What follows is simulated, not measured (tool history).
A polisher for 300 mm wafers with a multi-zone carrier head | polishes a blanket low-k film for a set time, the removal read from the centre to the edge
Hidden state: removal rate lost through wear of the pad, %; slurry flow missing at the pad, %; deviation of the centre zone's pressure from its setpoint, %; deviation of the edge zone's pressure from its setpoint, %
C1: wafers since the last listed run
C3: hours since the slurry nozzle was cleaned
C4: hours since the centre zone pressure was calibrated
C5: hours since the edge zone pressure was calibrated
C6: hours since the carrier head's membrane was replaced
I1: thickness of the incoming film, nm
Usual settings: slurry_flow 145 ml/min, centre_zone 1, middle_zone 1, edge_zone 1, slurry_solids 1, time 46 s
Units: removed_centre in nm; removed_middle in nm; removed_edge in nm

{"run": 1, "day": 0.0, "slurry_flow": 145, "centre_zone": 1, "middle_zone": 1, "edge_zone": 1, "slurry_solids": 1, "time": 46, "C1": 0, "wafers polished on this pad": 457, "C3": 394.3, "C4": 952.3, "C5": 583.5, "C6": 1077.7, "I1": 680.3, "removed_centre": 23.9, "removed_middle": 27.1, "removed_edge": 27.9}
{"day": 0.375, "done": "slurry nozzle cleaned"}
{"run": 2, "day": 0.525, "slurry_flow": 145, "centre_zone": 1, "middle_zone": 1, "edge_zone": 1, "slurry_solids": 1, "time": 46, "C1": 95, "wafers polished on this pad": 553, "C3": 3.6, "C4": 964.9, "C5": 596.1, "C6": 1090.3, "I1": 699.2, "removed_centre": 24, "removed_middle": 27.4, "removed_edge": 28.1}
{"run": 3, "day": 0.917, "slurry_flow": 145, "centre_zone": 1, "middle_zone": 1, "edge_zone": 0.9, "slurry_solids": 1, "time": 46, "C1": 77, "wafers polished on this pad": 631, "C3": 13, "C4": 974.3, "C5": 605.5, "C6": 1099.7, "I1": 693.3, "removed_centre": 23.7, "removed_middle": 26.6, "removed_edge": 26.3}
{"day": 1.029, "done": "centre zone pressure recalibrated"}
{"run": 4, "day": 1.633, "slurry_flow": 145, "centre_zone": 1, "middle_zone": 1, "edge_zone": 1, "slurry_solids": 1, "time": 46, "C1": 125, "wafers polished on this pad": 757, "C3": 30.2, "C4": 14.5, "C5": 622.7, "C6": 1116.9, "I1": 685, "removed_centre": 25.9, "removed_middle": 26.3, "removed_edge": 26.9}
{"run": 5, "day": 1.971, "slurry_flow": 145, "centre_zone": 1, "middle_zone": 1, "edge_zone": 1, "slurry_solids": 1, "time": 36, "C1": 66, "wafers polished on this pad": 823, "C3": 38.3, "C4": 22.6, "C5": 630.8, "C6": 1125, "I1": 688.8, "removed_centre": 20.1, "removed_middle": 21.1, "removed_edge": 21.2}
{"run": 6, "day": 2.379, "slurry_flow": 145, "centre_zone": 1.05, "middle_zone": 1, "edge_zone": 1, "slurry_solids": 0.8, "time": 46, "C1": 80, "wafers polished on this pad": 904, "C3": 48.1, "C4": 32.4, "C5": 640.6, "C6": 1134.8, "I1": 701, "removed_centre": 24.2, "removed_middle": 23.7, "removed_edge": 24.5}
{"day": 2.758, "done": "worn pad replaced by a new one"}
{"run": 7, "day": 3.112, "slurry_flow": 145, "centre_zone": 1, "middle_zone": 1, "edge_zone": 1, "slurry_solids": 1, "time": 46, "C1": 112, "wafers polished on this pad": 70, "C3": 65.7, "C4": 50, "C5": 658.2, "C6": 1152.4, "I1": 693.1, "removed_centre": 27.4, "removed_middle": 27.6, "removed_edge": 29}
{"run": 8, "day": 3.421, "slurry_flow": 145, "centre_zone": 1, "middle_zone": 0.94, "edge_zone": 1, "slurry_solids": 1, "time": 46, "C1": 61, "wafers polished on this pad": 131, "C3": 73.1, "C4": 57.4, "C5": 665.6, "C6": 1159.8, "I1": 689.9, "removed_centre": 26.8, "removed_middle": 26.9, "removed_edge": 28.8}
{"day": 3.921, "done": "edge zone pressure recalibrated"}
{"run": 9, "day": 4.05, "slurry_flow": 95, "centre_zone": 1, "middle_zone": 1, "edge_zone": 1, "slurry_solids": 1, "time": 46, "C1": 108, "wafers polished on this pad": 239, "C3": 88.2, "C4": 72.5, "C5": 3.1, "C6": 1174.9, "I1": 682.8, "removed_centre": 23.6, "removed_middle": 24.7, "removed_edge": 26}
{"day": 4.779, "done": "carrier head's membrane replaced by a new one"}
{"run": 10, "day": 4.8, "slurry_flow": 145, "centre_zone": 1.06, "middle_zone": 0.92, "edge_zone": 1, "slurry_solids": 0.75, "time": 46, "C1": 107, "wafers polished on this pad": 347, "C3": 106.2, "C4": 90.5, "C5": 21.1, "C6": 0.5, "I1": 677.6, "removed_centre": 24.1, "removed_middle": 22.7, "removed_edge": 24.8}
{"run": 11, "day": 5.267, "slurry_flow": 145, "centre_zone": 1, "middle_zone": 1, "edge_zone": 1, "slurry_solids": 1, "time": 46, "C1": 92, "wafers polished on this pad": 439, "C3": 117.4, "C4": 101.7, "C5": 32.3, "C6": 11.7, "I1": 698.2, "removed_centre": 26, "removed_middle": 27.6, "removed_edge": 28.3}
{"run": 12, "day": 5.942, "slurry_flow": 145, "centre_zone": 1, "middle_zone": 1, "edge_zone": 0.89, "slurry_solids": 1.3, "time": 46, "C1": 133, "wafers polished on this pad": 573, "C3": 133.6, "C4": 117.9, "C5": 48.5, "C6": 27.9, "I1": 692.9, "removed_centre": 28.6, "removed_middle": 29.7, "removed_edge": 29.3}
{"run": 13, "day": 6.612, "slurry_flow": 145, "centre_zone": 0.94, "middle_zone": 1, "edge_zone": 1, "slurry_solids": 1, "time": 57, "C1": 132, "wafers polished on this pad": 706, "C3": 149.7, "C4": 134, "C5": 64.6, "C6": 44, "I1": 690.5, "removed_centre": 29.1, "removed_middle": 33.1, "removed_edge": 33.9}
{"day": 7.417, "done": "worn pad replaced by a new one"}
{"run": 14, "day": 7.438, "slurry_flow": 145, "centre_zone": 1.09, "middle_zone": 1, "edge_zone": 1, "slurry_solids": 1, "time": 46, "C1": 130, "wafers polished on this pad": 4, "C3": 169.5, "C4": 153.8, "C5": 84.4, "C6": 63.8, "I1": 689.5, "removed_centre": 29.1, "removed_middle": 28.2, "removed_edge": 29}
{"run": 15, "day": 7.708, "slurry_flow": 120, "centre_zone": 0.95, "middle_zone": 1, "edge_zone": 1, "slurry_solids": 1.2, "time": 46, "C1": 53, "wafers polished on this pad": 57, "C3": 176, "C4": 160.3, "C5": 90.9, "C6": 70.3, "I1": 679.9, "removed_centre": 25.8, "removed_middle": 29.1, "removed_edge": 30.5}
{"run": 16, "day": 8.108, "slurry_flow": 145, "centre_zone": 1, "middle_zone": 0.9, "edge_zone": 1, "slurry_solids": 1.15, "time": 46, "C1": 79, "wafers polished on this pad": 137, "C3": 185.6, "C4": 169.9, "C5": 100.5, "C6": 79.9, "I1": 680.1, "removed_centre": 27.9, "removed_middle": 27.1, "removed_edge": 31.1}
{"run": 17, "day": 8.667, "slurry_flow": 175, "centre_zone": 1, "middle_zone": 1, "edge_zone": 1, "slurry_solids": 1.1, "time": 46, "C1": 110, "wafers polished on this pad": 247, "C3": 199, "C4": 183.3, "C5": 113.9, "C6": 93.3, "I1": 687.9, "removed_centre": 28.5, "removed_middle": 30.4, "removed_edge": 30.7}
{"run": 18, "day": 9.162, "slurry_flow": 165, "centre_zone": 1, "middle_zone": 0.97, "edge_zone": 1, "slurry_solids": 1, "time": 46, "C1": 98, "wafers polished on this pad": 346, "C3": 210.9, "C4": 195.2, "C5": 125.8, "C6": 105.2, "I1": 693.5, "removed_centre": 26.1, "removed_middle": 27.6, "removed_edge": 29}
{"run": 19, "day": 9.442, "slurry_flow": 145, "centre_zone": 1, "middle_zone": 1, "edge_zone": 1, "slurry_solids": 1, "time": 46, "C1": 55, "wafers polished on this pad": 401, "C3": 217.6, "C4": 201.9, "C5": 132.5, "C6": 111.9, "I1": 693.8, "removed_centre": 25.4, "removed_middle": 27.5, "removed_edge": 28.3}
{"run": 20, "day": 9.721, "slurry_flow": 145, "centre_zone": 1, "middle_zone": 1, "edge_zone": 1.12, "slurry_solids": 1, "time": 59, "C1": 55, "wafers polished on this pad": 456, "C3": 224.3, "C4": 208.6, "C5": 139.2, "C6": 118.6, "I1": 681.2, "removed_centre": 32.9, "removed_middle": 35.5, "removed_edge": 39.2}
{"run": 21, "day": 10.442, "slurry_flow": 95, "centre_zone": 1.03, "middle_zone": 1.1, "edge_zone": 1, "slurry_solids": 1, "time": 46, "C1": 142, "wafers polished on this pad": 599, "C3": 241.6, "C4": 225.9, "C5": 156.5, "C6": 135.9, "I1": 684.4, "removed_centre": 22.6, "removed_middle": 26.2, "removed_edge": 25.8}

5 ways to go on from here, each from the tool as it stands after run 21. What would each give?
{"run": "A", "day": 10.458, "slurry_flow": 145, "centre_zone": 1, "middle_zone": 1, "edge_zone": 1, "slurry_solids": 1, "time": 46, "C1": 3, "wafers polished on this pad": 603, "C3": 242, "C4": 226.3, "C5": 156.9, "C6": 136.3, "I1": 688.4, "removed_centre": "?", "removed_middle": "?", "removed_edge": "?"}
{"run": "B", "day": 10.458, "slurry_flow": 165, "centre_zone": 1, "middle_zone": 1, "edge_zone": 1, "slurry_solids": 1, "time": 46, "C1": 3, "wafers polished on this pad": 603, "C3": 242, "C4": 226.3, "C5": 156.9, "C6": 136.3, "I1": 688.4, "removed_centre": "?", "removed_middle": "?", "removed_edge": "?"}
{"run": "C", "day": 10.458, "slurry_flow": 100, "centre_zone": 1, "middle_zone": 1.1, "edge_zone": 1, "slurry_solids": 1, "time": 46, "C1": 3, "wafers polished on this pad": 603, "C3": 242, "C4": 226.3, "C5": 156.9, "C6": 136.3, "I1": 688.4, "removed_centre": "?", "removed_middle": "?", "removed_edge": "?"}
{"run": "D", "day": 10.458, "slurry_flow": 145, "centre_zone": 1.08, "middle_zone": 1, "edge_zone": 1.08, "slurry_solids": 1, "time": 59, "C1": 3, "wafers polished on this pad": 603, "C3": 242, "C4": 226.3, "C5": 156.9, "C6": 136.3, "I1": 688.4, "removed_centre": "?", "removed_middle": "?", "removed_edge": "?"}
{"run": "E", "day": 10.458, "slurry_flow": 145, "centre_zone": 0.91, "middle_zone": 1, "edge_zone": 1, "slurry_solids": 1, "time": 46, "C1": 3, "wafers polished on this pad": 603, "C3": 242, "C4": 226.3, "C5": 156.9, "C6": 136.3, "I1": 688.4, "removed_centre": "?", "removed_middle": "?", "removed_edge": "?"}

run=A removed_centre=24.9 removed_middle=27.4 removed_edge=28.4
run=B removed_centre=25.6 removed_middle=28.2 removed_edge=28.9
run=C removed_centre=22.2 removed_middle=26.9 removed_edge=26.4
run=D removed_centre=34.5 removed_middle=35.2 removed_edge=37.8
run=E removed_centre=22.7 removed_middle=27.4 removed_edge=28.4
Without the tool's hidden state the same runs would have given:
run=A removed_centre=28.2 removed_middle=28.8 removed_edge=29.8
run=B removed_centre=29 removed_middle=29.5 removed_edge=30.3
run=C removed_centre=25.2 removed_middle=28.2 removed_edge=27.7
run=D removed_centre=39.1 removed_middle=36.9 removed_edge=39.6
run=E removed_centre=25.7 removed_middle=28.8 removed_edge=29.8
